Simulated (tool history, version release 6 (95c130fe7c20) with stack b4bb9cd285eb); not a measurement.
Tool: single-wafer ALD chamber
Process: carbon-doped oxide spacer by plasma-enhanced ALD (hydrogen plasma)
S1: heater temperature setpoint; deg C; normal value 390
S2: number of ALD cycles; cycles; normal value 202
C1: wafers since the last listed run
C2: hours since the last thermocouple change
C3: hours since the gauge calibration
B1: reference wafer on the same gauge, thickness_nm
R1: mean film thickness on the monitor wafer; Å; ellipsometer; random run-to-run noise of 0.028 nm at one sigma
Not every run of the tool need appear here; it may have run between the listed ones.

{"run": 1, "hour": 0.0, "S1": 390, "S2": 202, "C1": 0, "C2": 1949.9, "C3": 111.4, "B1": 9.538, "R1": 109.23}
{"run": 2, "hour": 25.0, "S1": 390, "S2": 202, "C1": 53, "C2": 1974.9, "C3": 136.4, "B1": 9.528, "R1": 109.58}
{"run": 3, "hour": 55.6, "S1": 390, "S2": 202, "C1": 65, "C2": 2005.5, "C3": 167, "B1": 9.517, "R1": 109.1}
{"run": 4, "hour": 72.6, "S1": 397, "S2": 202, "C1": 36, "C2": 2022.5, "C3": 184, "B1": 9.525, "R1": 109}
{"run": 5, "hour": 99.9, "S1": 390, "S2": 202, "C1": 58, "C2": 2049.8, "C3": 211.3, "B1": 9.517, "R1": 108.68}
{"run": 6, "hour": 135.8, "S1": 390, "S2": 202, "C1": 77, "C2": 2085.7, "C3": 247.2, "B1": 9.508, "R1": 109.34}
{"hour": 146.4, "done": "gauge calibrated"}
{"run": 7, "hour": 166.0, "S1": 381, "S2": 202, "C1": 65, "C2": 2115.9, "C3": 19.6, "B1": 9.583, "R1": 110.01}
{"run": 8, "hour": 180.8, "S1": 381, "S2": 202, "C1": 31, "C2": 2130.7, "C3": 34.4, "B1": 9.583, "R1": 109.96}
{"run": 9, "hour": 203.3, "S1": 390, "S2": 169, "C1": 48, "C2": 2153.2, "C3": 56.9, "B1": 9.563, "R1": 91.74}
{"run": 10, "hour": 258.4, "S1": 390, "S2": 202, "C1": 118, "C2": 2208.3, "C3": 112, "B1": 9.529, "R1": 109.32}
{"run": 11, "hour": 289.0, "S1": 401, "S2": 165, "C1": 65, "C2": 2238.9, "C3": 142.6, "B1": 9.532, "R1": 88.77}
{"run": 12, "hour": 301.3, "S1": 390, "S2": 202, "C1": 26, "C2": 2251.2, "C3": 154.9, "B1": 9.537, "R1": 109.11}
{"hour": 310.7, "done": "thermocouple changed; heater temperature recalibrated"}
{"run": 13, "hour": 321.3, "S1": 401, "S2": 202, "C1": 25, "C2": 10.6, "C3": 174.9, "B1": 9.521, "R1": 108.89}
{"hour": 344.5, "done": "gauge calibrated"}
{"run": 14, "hour": 346.2, "S1": 398, "S2": 202, "C1": 53, "C2": 35.5, "C3": 1.7, "B1": 9.592, "R1": 110.41}
{"run": 15, "hour": 363.2, "S1": 378, "S2": 235, "C1": 36, "C2": 52.5, "C3": 18.7, "B1": 9.591, "R1": 128.07}
{"run": 16, "hour": 398.2, "S1": 390, "S2": 202, "C1": 75, "C2": 87.5, "C3": 53.7, "B1": 9.55, "R1": 109.34}
{"run": 17, "hour": 423.3, "S1": 396, "S2": 217, "C1": 54, "C2": 112.6, "C3": 78.8, "B1": 9.538, "R1": 117.81}

Here are 3 independent what-if runs from the current tool condition. What would each one return?
{"run": "A", "hour": 424.0, "S1": 390, "S2": 220, "C1": 1, "C2": 113.3, "C3": 79.5, "B1": "?", "R1": "?"}
{"run": "B", "hour": 424.0, "S1": 383, "S2": 202, "C1": 1, "C2": 113.3, "C3": 79.5, "B1": "?", "R1": "?"}
{"run": "C", "hour": 424.0, "S1": 390, "S2": 241, "C1": 1, "C2": 113.3, "C3": 79.5, "B1": "?", "R1": "?"}

run=A B1=9.543 R1=119.04
run=B B1=9.543 R1=109.3
run=C B1=9.543 R1=130.4
Without the tool's hidden state the same runs would have given:
run=A R1=119.77
run=B R1=109.97
run=C R1=131.2
